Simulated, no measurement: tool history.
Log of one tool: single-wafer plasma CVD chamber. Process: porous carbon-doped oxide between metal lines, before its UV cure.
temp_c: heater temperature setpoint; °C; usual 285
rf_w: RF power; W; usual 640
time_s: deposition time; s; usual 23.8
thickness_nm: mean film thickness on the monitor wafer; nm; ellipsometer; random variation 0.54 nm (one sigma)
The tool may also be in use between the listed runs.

run    hour  temp_c  rf_w  time_s  read-back reference wafer on the same gauge, thickness_nm  thickness_nm
  1     0.0     285   640    23.8                                                    169.092       163.425
  2    24.6     285   640    27.3                                                    168.966       186.765
  3    70.1     285   640    27.3                                                    169.013       186.015
  4   232.2     285   685    23.8                                                    168.984       171.215
      255.2  -- showerhead replaced
  5   301.7     289   600    23.8                                                    169.060       152.793
  6   327.6     289   600    23.8                                                    169.037       153.222
  7   370.1     289   600    23.8                                                    169.087       153.350
  8   424.9     285   640    23.8                                                    169.040       162.894
  9   480.1     285   640    23.8                                                    168.997       162.706
 10   508.5     285   640    23.8                                                    168.958       161.989
 11   543.7     285   640    23.8                                                    168.931       162.834
 12   593.2     299   755    20.8                                                    168.933       145.411
 13   619.5     294   570    21.6                                                    169.088       130.441
 14   663.9     285   640    23.8                                                    169.012       161.652
 15   732.2     285   640    23.8                                                    168.999       161.628
 16   779.9     275   515    27.4                                                    168.952       173.254
      849.9  -- RF generator calibrated
 17   850.4     285   710    23.8                                                    168.902       177.112
 18   905.1     272   520    25.3                                                    168.975       167.620
 19   943.7     285   640    23.8                                                    169.054       165.964
      975.0  -- gauge calibrated
 20   992.3     273   590    22.5                                                    168.997       160.896
 21  1063.7     285   640    23.8                                                    169.096       165.543
 22  1109.3     285   675    21.6                                                    168.968       155.033
     1168.2  -- thermocouple changed; heater temperature recalibrated
 23  1180.6     285   640    23.8                                                    168.981       165.213
 24  1208.5     285   640    23.8                                                    168.961       164.862
 25  1275.8     277   640    27.5                                                    169.065       197.867
 26  1304.6     274   640    23.8                                                    169.002       176.369
 27  1373.1     294   640    22.5                                                    169.021       148.896
 28  1420.3     285   575    23.8                                                    168.970       154.379
 29  1482.4     285   640    23.8                                                    168.935       165.370
 30  1544.4     280   550    19.3                                                    168.955       126.958
 31  1600.3     285   520    20.3                                                    169.015       123.529
 32  1643.0     285   640    26.1                                                    169.010       179.477
 33  1683.3     285   640    23.8                                                    169.066       164.486
 34  1720.5     289   760    23.8                                                    169.027       177.464
 35  1756.9     285   640    23.8                                                    168.928       163.626

3 ways to go on from here, each from the tool as it stands after run 35. What would each give?
  A  1757.3     285   640    23.8                                                          ?             ?
  B  1757.3     273   530    27.7                                                          ?             ?
  C  1757.3     297   640    23.8                                                          ?             ?

run  read-back reference wafer on the same gauge, thickness_nm  thickness_nm
  A                                                    168.927       164.454
  B                                                    168.927       182.379
  C                                                    168.927       153.722
Without the tool's hidden state the same runs would have given:
run  thickness_nm
  A       166.618
  B       184.830
  C       155.745
